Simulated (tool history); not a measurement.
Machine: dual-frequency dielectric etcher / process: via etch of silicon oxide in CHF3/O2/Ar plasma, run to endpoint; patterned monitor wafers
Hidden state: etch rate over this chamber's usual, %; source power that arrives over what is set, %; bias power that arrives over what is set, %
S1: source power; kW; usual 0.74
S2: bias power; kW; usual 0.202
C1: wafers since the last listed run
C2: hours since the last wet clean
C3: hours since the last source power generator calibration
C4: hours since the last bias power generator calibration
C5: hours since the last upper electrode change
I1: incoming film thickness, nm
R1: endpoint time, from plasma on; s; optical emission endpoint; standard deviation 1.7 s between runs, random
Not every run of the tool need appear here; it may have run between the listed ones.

| run | hour | S1 | S2 | C1 | C2 | C3 | C4 | C5 | I1 | R1 |
|---|---|---|---|---|---|---|---|---|---|---|
| 1 | 0 | 0.74 | 0.202 | 0 | 308.9 | 4862.3 | 2023.6 | 4046.7 | 670 | 298.2 |
| 2 | 7.1 | 0.74 | 0.202 | 46 | 316 | 4869.4 | 2030.7 | 4053.8 | 674 | 300.6 |
| 3 | 15.1 | 0.74 | 0.202 | 52 | 324 | 4877.4 | 2038.7 | 4061.8 | 672 | 303.8 |
| 4 | 23.2 | 0.74 | 0.202 | 53 | 332.1 | 4885.5 | 2046.8 | 4069.9 | 669.9 | 299.7 |
| 5 | 38.7 | 0.74 | 0.202 | 101 | 347.6 | 4901 | 2062.3 | 4085.4 | 671.2 | 298.9 |
| 6 | 55.6 | 0.62 | 0.19 | 111 | 364.5 | 4917.9 | 2079.2 | 4102.3 | 668.5 | 333.9 |
| 7 | 64.9 | 0.74 | 0.185 | 61 | 373.8 | 4927.2 | 2088.5 | 4111.6 | 677.6 | 317.7 |
| 8 | 73.7 | 0.74 | 0.185 | 57 | 382.6 | 4936 | 2097.3 | 4120.4 | 676.5 | 316.5 |
| 9 | 85.8 | 0.78 | 0.202 | 79 | 394.7 | 4948.1 | 2109.4 | 4132.5 | 669.5 | 295.8 |
| 10 | 96.7 | 0.74 | 0.202 | 71 | 405.6 | 4959 | 2120.3 | 4143.4 | 672.8 | 302.1 |
|  | 125.3 | source power generator calibrated |
|  | 144.6 | bias power generator calibrated |
|  | 159.5 | upper electrode replaced |
|  | 180 | wet clean of the chamber |
| 11 | 180.5 | 0.58 | 0.185 | 265 | 0.5 | 55.2 | 35.9 | 21 | 665.7 | 328.5 |
| 12 | 180.9 | 0.63 | 0.23 | 2 | 0.9 | 55.6 | 36.3 | 21.4 | 676 | 295.6 |
| 13 | 181.3 | 0.91 | 0.202 | 2 | 1.3 | 56 | 36.7 | 21.8 | 661.2 | 259.9 |
| 14 | 181.7 | 0.74 | 0.202 | 2 | 1.7 | 56.4 | 37.1 | 22.2 | 675.9 | 291.4 |
| 15 | 182.2 | 0.84 | 0.156 | 3 | 2.2 | 56.9 | 37.6 | 22.7 | 675.9 | 300 |
| 16 | 190.2 | 0.74 | 0.247 | 52 | 10.2 | 64.9 | 45.6 | 30.7 | 665 | 266.4 |
| 17 | 198.5 | 0.79 | 0.202 | 54 | 18.5 | 73.2 | 53.9 | 39 | 682.2 | 284.9 |
| 18 | 216.4 | 0.62 | 0.165 | 117 | 36.4 | 91.1 | 71.8 | 56.9 | 681.2 | 344.4 |
| 19 | 228.6 | 0.69 | 0.242 | 80 | 48.6 | 103.3 | 84 | 69.1 | 667.6 | 280.2 |

Each row is a separate what-if for the run after 19, all from the same tool condition, not one after another. Results?
| A | 229.1 | 0.74 | 0.202 | 3 | 49.1 | 103.8 | 84.5 | 69.6 | 676.9 | ? |
| B | 229.1 | 0.65 | 0.163 | 3 | 49.1 | 103.8 | 84.5 | 69.6 | 676.9 | ? |
| C | 229.1 | 0.84 | 0.202 | 3 | 49.1 | 103.8 | 84.5 | 69.6 | 676.9 | ? |
| D | 229.1 | 0.74 | 0.16 | 3 | 49.1 | 103.8 | 84.5 | 69.6 | 676.9 | ? |

| run | R1 |
|---|---|
| A | 293.9 |
| B | 337.4 |
| C | 278.2 |
| D | 320.6 |
Without the tool's unlogged condition, the same runs would have read:
| run | R1 |
|---|---|
| A | 294 |
| B | 337.5 |
| C | 278.3 |
| D | 320.7 |
